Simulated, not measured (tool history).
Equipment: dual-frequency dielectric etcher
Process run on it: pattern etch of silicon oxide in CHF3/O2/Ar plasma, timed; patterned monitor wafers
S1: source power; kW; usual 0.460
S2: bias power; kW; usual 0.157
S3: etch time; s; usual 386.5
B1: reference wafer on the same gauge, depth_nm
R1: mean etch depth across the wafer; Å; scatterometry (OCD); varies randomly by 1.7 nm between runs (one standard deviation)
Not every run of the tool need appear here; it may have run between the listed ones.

Run 1, hour 0.0: usual settings but S1 0.550 kW; B1 708.8. Result: R1 7157 Å.
Run 2, hour 66.2: usual settings; B1 709.6. Result: R1 6701 Å.
Run 3, hour 118.3: usual settings; B1 708.8. Result: R1 6709 Å.
Run 4, hour 219.3: usual settings; B1 709.2. Result: R1 6728 Å.
At hour 251.6: wet clean of the chamber.
Run 5, hour 288.6: usual settings; B1 708.5. Result: R1 6706 Å.
Run 6, hour 354.6: usual settings; B1 709.2. Result: R1 6757 Å.
Run 7, hour 395.4: usual settings but S1 0.430 kW, S3 451.5 s; B1 708.9. Result: R1 7648 Å.
Run 8, hour 437.7: usual settings but S1 0.430 kW, S3 451.5 s; B1 708.7. Result: R1 7668 Å.
At hour 512.0: upper electrode replaced.
Run 9, hour 528.1: usual settings but S2 0.169 kW, S3 356.5 s; B1 708.6. Result: R1 6328 Å.
At hour 612.4: wet clean of the chamber.
Run 10, hour 612.9: usual settings; B1 707.9. Result: R1 6725 Å.
Run 11, hour 650.3: usual settings; B1 708.8. Result: R1 6755 Å.
Run 12, hour 750.1: usual settings but S1 0.380 kW, S2 0.174 kW; B1 708.7. Result: R1 6395 Å.
Run 13, hour 808.2: usual settings but S1 0.380 kW, S2 0.174 kW; B1 708.9. Result: R1 6439 Å.
Run 14, hour 846.4: usual settings but S2 0.138 kW, S3 318.0 s; B1 708.7. Result: R1 5388 Å.
At hour 882.2: gauge calibrated.
Run 15, hour 949.2: usual settings but S1 0.410 kW, S2 0.171 kW, S3 463.5 s; B1 707.7. Result: R1 7888 Å.
At hour 1058.4: wet clean of the chamber.
Run 16, hour 1058.9: usual settings; B1 708.9. Result: R1 6743 Å.
Run 17, hour 1095.8: usual settings but S1 0.530 kW, S2 0.143 kW, S3 486.0 s; B1 708.8. Result: R1 8721 Å.
Run 18, hour 1161.8: usual settings but S1 0.430 kW, S2 0.167 kW, S3 345.5 s; B1 707.9. Result: R1 5968 Å.
Run 19, hour 1234.6: usual settings but S1 0.550 kW, S2 0.130 kW; B1 708.2. Result: R1 6876 Å.
At hour 1283.7: bias power generator calibrated.
Run 20, hour 1302.2: usual settings but S2 0.185 kW, S3 305.0 s; B1 708.9. Result: R1 5505 Å.
Run 21, hour 1391.9: usual settings but S1 0.430 kW, S2 0.123 kW, S3 439.5 s; B1 708.6. Result: R1 6958 Å.
Run 22, hour 1429.2: usual settings but S1 0.560 kW, S3 303.5 s; B1 707.7. Result: R1 5629 Å.
At hour 1444.1: source power generator calibrated.
At hour 1527.6: wet clean of the chamber.
Run 23, hour 1528.1: usual settings but S1 0.490 kW, S2 0.173 kW, S3 338.5 s; B1 709.2. Result: R1 6155 Å.
Run 24, hour 1544.1: usual settings but S1 0.430 kW, S2 0.123 kW, S3 439.5 s; B1 709.1. Result: R1 6948 Å.
Run 25, hour 1618.9: usual settings but S1 0.550 kW; B1 710.3. Result: R1 7164 Å.
Run 26, hour 1709.2: usual settings but S2 0.119 kW; B1 709.5. Result: R1 6245 Å.
Run 27, hour 1811.8: usual settings but S1 0.350 kW, S2 0.170 kW, S3 293.0 s; B1 709.7. Result: R1 4686 Å.
Run 28, hour 1869.5: usual settings but S1 0.350 kW; B1 708.9. Result: R1 6013 Å.
At hour 1921.4: wet clean of the chamber.
Run 29, hour 1921.9: usual settings but S1 0.380 kW, S2 0.174 kW; B1 709.7. Result: R1 6357 Å.

4 options for the next run, each taken on its own from the tool as it stands now. Forecast them:
Run A, hour 1922.4: usual settings; B1 ?. Result: R1 ?.
Run B, hour 1922.4: usual settings but S1 0.410 kW, S2 0.169 kW, S3 275.5 s; B1 ?. Result: R1 ?.
Run C, hour 1922.4: usual settings but S3 494.0 s; B1 ?. Result: R1 ?.
Run D, hour 1922.4: usual settings but S1 0.370 kW; B1 ?. Result: R1 ?.

run     B1    R1
  A  708.6  6672
  B  708.6  4642
  C  708.6  8528
  D  708.6  6144
What these runs would have given with no unlogged condition in the tool:
run    R1
  A  6665
  B  4637
  C  8519
  D  6137

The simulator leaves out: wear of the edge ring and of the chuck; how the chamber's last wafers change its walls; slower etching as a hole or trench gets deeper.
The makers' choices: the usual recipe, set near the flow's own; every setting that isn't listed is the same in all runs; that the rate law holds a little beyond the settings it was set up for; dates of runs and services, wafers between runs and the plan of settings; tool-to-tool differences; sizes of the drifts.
